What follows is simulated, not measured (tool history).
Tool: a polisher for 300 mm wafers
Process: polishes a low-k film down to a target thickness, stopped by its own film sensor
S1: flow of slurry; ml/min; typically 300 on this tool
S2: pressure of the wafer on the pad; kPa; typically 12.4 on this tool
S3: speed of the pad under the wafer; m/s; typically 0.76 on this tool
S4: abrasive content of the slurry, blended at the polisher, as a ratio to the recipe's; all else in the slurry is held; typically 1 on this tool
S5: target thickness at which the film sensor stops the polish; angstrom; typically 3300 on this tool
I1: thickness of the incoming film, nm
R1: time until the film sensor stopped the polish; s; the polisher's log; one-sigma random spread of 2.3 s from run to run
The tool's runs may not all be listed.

| run | hour | S1 | S2 | S3 | S4 | S5 | I1 | R1 |
|---|---|---|---|---|---|---|---|---|
| 1 | 0 | 400 | 14.5 | 0.58 | 1 | 3300 | 367.8 | 128.9 |
|  | 11.1 | head pressure recalibrated |
| 2 | 82.3 | 240 | 12.4 | 0.76 | 1 | 3300 | 369.5 | 131.3 |
|  | 322.7 | slurry nozzle cleaned |
|  | 365.3 | conditioning disc replaced and pad reconditioned |
| 3 | 393.3 | 300 | 12.4 | 0.76 | 0.85 | 3300 | 365.1 | 132.6 |
|  | 475.5 | slurry blender recalibrated |
| 4 | 497.1 | 400 | 12.4 | 0.76 | 1 | 3300 | 369.1 | 134.4 |
| 5 | 543.4 | 250 | 9 | 0.92 | 1.15 | 3300 | 373.7 | 170 |
| 6 | 635.3 | 300 | 12.4 | 0.76 | 1 | 3300 | 367.1 | 132.8 |
|  | 650.3 | worn pad replaced by a new one, of another model than before |
| 7 | 696 | 300 | 12.4 | 0.68 | 1 | 3300 | 368.6 | 136.9 |
| 8 | 762.5 | 400 | 12.4 | 0.76 | 1 | 3300 | 372.2 | 133.3 |
|  | 953.4 | head pressure recalibrated |
| 9 | 968.9 | 245 | 10.3 | 0.76 | 1 | 3220 | 374.9 | 199.5 |
| 10 | 1065.8 | 230 | 16.5 | 1 | 1.1 | 3300 | 369.8 | 91.7 |
|  | 1126.6 | slurry blender recalibrated |
|  | 1157.7 | slurry nozzle cleaned |
|  | 1163.8 | conditioning disc replaced and pad reconditioned |
| 11 | 1166.5 | 300 | 12.4 | 0.76 | 1 | 3300 | 376.7 | 158.2 |
| 12 | 1261.5 | 260 | 12.4 | 0.92 | 1 | 3300 | 373.1 | 134.6 |
| 13 | 1344.6 | 300 | 12.4 | 0.52 | 1 | 3300 | 364.3 | 149.9 |
| 14 | 1387.9 | 300 | 12.4 | 0.52 | 1 | 3410 | 364.3 | 100.8 |
| 15 | 1431.2 | 300 | 12.4 | 0.76 | 1 | 3340 | 372.6 | 136 |
|  | 1452.7 | worn pad replaced by a new one |
| 16 | 1488.3 | 255 | 9 | 0.54 | 1 | 3300 | 369.4 | 194.9 |
| 17 | 1553.5 | 300 | 12.4 | 0.56 | 1 | 3300 | 370.1 | 161.9 |
| 18 | 1595.1 | 300 | 11 | 0.84 | 1.15 | 3210 | 371 | 154.9 |
| 19 | 1639.7 | 220 | 9 | 0.76 | 1 | 3300 | 365.4 | 144.4 |
| 20 | 1742.6 | 300 | 14.5 | 0.76 | 1 | 3440 | 377 | 99.9 |
|  | 1771.8 | slurry blender recalibrated |
| 21 | 1787.8 | 300 | 16.5 | 0.86 | 1 | 3300 | 371.5 | 105.8 |
| 22 | 1875 | 225 | 12.4 | 0.76 | 1 | 3300 | 374.2 | 153.2 |
|  | 1922.7 | head pressure recalibrated |
|  | 1926.7 | slurry nozzle cleaned |
|  | 1930.8 | conditioning disc replaced and pad reconditioned |
| 23 | 1982.9 | 205 | 11 | 0.76 | 1 | 3380 | 370.9 | 125.1 |
| 24 | 2024.2 | 300 | 12.4 | 0.76 | 1 | 3300 | 370.1 | 140.8 |

Pick out some run-to-run changes in R1. Of each, how much would a tool without hidden state show as well, from the settings, what came in and chance, and how much is left for the hidden state and any gauge scatter not in both results compared?
The hidden state here: removal rate lost through wear of the pad, %; slurry flow missing at the pad, %; deviation of the head's pressure from its setpoint, %; abrasive missing from the slurry, %; time polished since the conditioner stopped cutting, s.
Run 6 -> 7: S3 0.76 -> 0.68, worn pad replaced by a new one, of another model than before. R1 +4.1 s: hidden state -13.4, all else +17.5.
Run 9 -> 10: S1 245 -> 230, S2 10.3 -> 16.5, S3 0.76 -> 1, S4 1 -> 1.1, S5 3220 -> 3300. R1 -107.8 s: hidden state -0.8, all else -107.
Run 10 -> 11: S1 230 -> 300, S2 16.5 -> 12.4, S3 1 -> 0.76, S4 1.1 -> 1, slurry blender recalibrated, slurry nozzle cleaned, conditioning disc replaced and pad reconditioned. R1 +66.5 s: hidden state +3.6, all else +62.9.
Run 15 -> 16: S1 300 -> 255, S2 12.4 -> 9, S3 0.76 -> 0.54, S5 3340 -> 3300, worn pad replaced by a new one. R1 +58.9 s: hidden state -10.6, all else +69.5.

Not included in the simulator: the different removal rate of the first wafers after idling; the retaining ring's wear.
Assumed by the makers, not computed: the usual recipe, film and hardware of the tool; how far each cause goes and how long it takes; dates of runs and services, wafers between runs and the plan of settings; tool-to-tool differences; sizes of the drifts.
